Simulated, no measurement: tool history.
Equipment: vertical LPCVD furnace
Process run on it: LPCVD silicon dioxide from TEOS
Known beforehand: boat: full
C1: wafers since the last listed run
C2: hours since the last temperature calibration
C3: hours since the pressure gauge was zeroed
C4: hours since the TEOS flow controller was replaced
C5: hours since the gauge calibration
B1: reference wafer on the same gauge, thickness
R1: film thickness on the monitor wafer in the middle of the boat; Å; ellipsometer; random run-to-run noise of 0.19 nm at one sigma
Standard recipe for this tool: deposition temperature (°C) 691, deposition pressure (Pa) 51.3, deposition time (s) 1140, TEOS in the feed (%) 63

{"run": 1, "hour": 0.0, "deposition temperature (°C)": 691, "deposition pressure (Pa)": 51.3, "deposition time (s)": 1470, "TEOS in the feed (%)": 63, "C1": 0, "C2": 1420, "C3": 3833.9, "C4": 3619.7, "C5": 8.9, "B1": 115.02, "R1": 1823.1}
{"run": 2, "hour": 16.6, "deposition temperature (°C)": 691, "deposition pressure (Pa)": 51.3, "deposition time (s)": 1470, "TEOS in the feed (%)": 63, "C1": 167, "C2": 1436.6, "C3": 3850.5, "C4": 3636.3, "C5": 25.5, "B1": 115.04, "R1": 1820.6}
{"run": 3, "hour": 25.9, "deposition temperature (°C)": 691, "deposition pressure (Pa)": 51.3, "deposition time (s)": 1470, "TEOS in the feed (%)": 63, "C1": 93, "C2": 1445.9, "C3": 3859.8, "C4": 3645.6, "C5": 34.8, "B1": 115.01, "R1": 1826.6}
{"run": 4, "hour": 32.5, "deposition temperature (°C)": 691, "deposition pressure (Pa)": 46.7, "deposition time (s)": 1140, "TEOS in the feed (%)": 63, "C1": 66, "C2": 1452.5, "C3": 3866.4, "C4": 3652.2, "C5": 41.4, "B1": 115, "R1": 1347.3}
{"run": 5, "hour": 47.7, "deposition temperature (°C)": 691, "deposition pressure (Pa)": 46.7, "deposition time (s)": 1140, "TEOS in the feed (%)": 63, "C1": 153, "C2": 1467.7, "C3": 3881.6, "C4": 3667.4, "C5": 56.6, "B1": 114.97, "R1": 1350.7}
{"hour": 78.7, "done": "pressure gauge zeroed"}
{"hour": 93.9, "done": "gauge calibrated"}
{"hour": 102.1, "done": "TEOS flow controller replaced"}
{"hour": 111.6, "done": "thermocouples replaced and temperature profile calibrated"}
{"run": 6, "hour": 112.1, "deposition temperature (°C)": 691, "deposition pressure (Pa)": 46.7, "deposition time (s)": 1140, "TEOS in the feed (%)": 63, "C1": 76, "C2": 0.5, "C3": 33.4, "C4": 10, "C5": 18.2, "B1": 114.99, "R1": 1229.6}
{"run": 7, "hour": 116.5, "deposition temperature (°C)": 691, "deposition pressure (Pa)": 51.3, "deposition time (s)": 1140, "TEOS in the feed (%)": 63, "C1": 44, "C2": 4.9, "C3": 37.8, "C4": 14.4, "C5": 22.6, "B1": 115.01, "R1": 1290.5}
{"run": 8, "hour": 121.0, "deposition temperature (°C)": 691, "deposition pressure (Pa)": 46.7, "deposition time (s)": 1140, "TEOS in the feed (%)": 63, "C1": 45, "C2": 9.4, "C3": 42.3, "C4": 18.9, "C5": 27.1, "B1": 115.02, "R1": 1229}
{"run": 9, "hour": 125.4, "deposition temperature (°C)": 701, "deposition pressure (Pa)": 51.3, "deposition time (s)": 1500, "TEOS in the feed (%)": 69, "C1": 44, "C2": 13.8, "C3": 46.7, "C4": 23.3, "C5": 31.5, "B1": 115, "R1": 2249}
{"run": 10, "hour": 129.9, "deposition temperature (°C)": 691, "deposition pressure (Pa)": 51.3, "deposition time (s)": 870, "TEOS in the feed (%)": 59, "C1": 45, "C2": 18.3, "C3": 51.2, "C4": 27.8, "C5": 36, "B1": 114.98, "R1": 952.7}
{"run": 11, "hour": 134.3, "deposition temperature (°C)": 691, "deposition pressure (Pa)": 51.3, "deposition time (s)": 1140, "TEOS in the feed (%)": 63, "C1": 44, "C2": 22.7, "C3": 55.6, "C4": 32.2, "C5": 40.4, "B1": 114.99, "R1": 1293.6}
{"run": 12, "hour": 143.6, "deposition temperature (°C)": 691, "deposition pressure (Pa)": 51.3, "deposition time (s)": 1500, "TEOS in the feed (%)": 63, "C1": 93, "C2": 32, "C3": 64.9, "C4": 41.5, "C5": 49.7, "B1": 114.97, "R1": 1694.2}
{"run": 13, "hour": 155.0, "deposition temperature (°C)": 691, "deposition pressure (Pa)": 51.3, "deposition time (s)": 960, "TEOS in the feed (%)": 63, "C1": 114, "C2": 43.4, "C3": 76.3, "C4": 52.9, "C5": 61.1, "B1": 114.99, "R1": 1086.7}
{"run": 14, "hour": 166.2, "deposition temperature (°C)": 691, "deposition pressure (Pa)": 46.7, "deposition time (s)": 1140, "TEOS in the feed (%)": 63, "C1": 112, "C2": 54.6, "C3": 87.5, "C4": 64.1, "C5": 72.3, "B1": 114.98, "R1": 1233.9}
{"run": 15, "hour": 174.4, "deposition temperature (°C)": 688, "deposition pressure (Pa)": 51.3, "deposition time (s)": 1350, "TEOS in the feed (%)": 63, "C1": 82, "C2": 62.8, "C3": 95.7, "C4": 72.3, "C5": 80.5, "B1": 114.99, "R1": 1425.9}

The same runs without the tool's hidden state, with the same run-to-run variation:
The tool's hidden condition here consists of: true tube temperature minus thermocouple reading, K; true pressure minus gauge reading, mTorr; deviation of the TEOS flow from its setpoint, %; gauge reads high (%).
run=1 R1=1656.2
run=2 R1=1652.3
run=3 R1=1656.9
run=4 R1=1221.7
run=5 R1=1223.7
run=6 R1=1223.6
run=7 R1=1283.8
run=8 R1=1222.3
run=9 R1=2236.4
run=10 R1=947
run=11 R1=1285.5
run=12 R1=1682.8
run=13 R1=1078.6
run=14 R1=1224
run=15 R1=1413.7

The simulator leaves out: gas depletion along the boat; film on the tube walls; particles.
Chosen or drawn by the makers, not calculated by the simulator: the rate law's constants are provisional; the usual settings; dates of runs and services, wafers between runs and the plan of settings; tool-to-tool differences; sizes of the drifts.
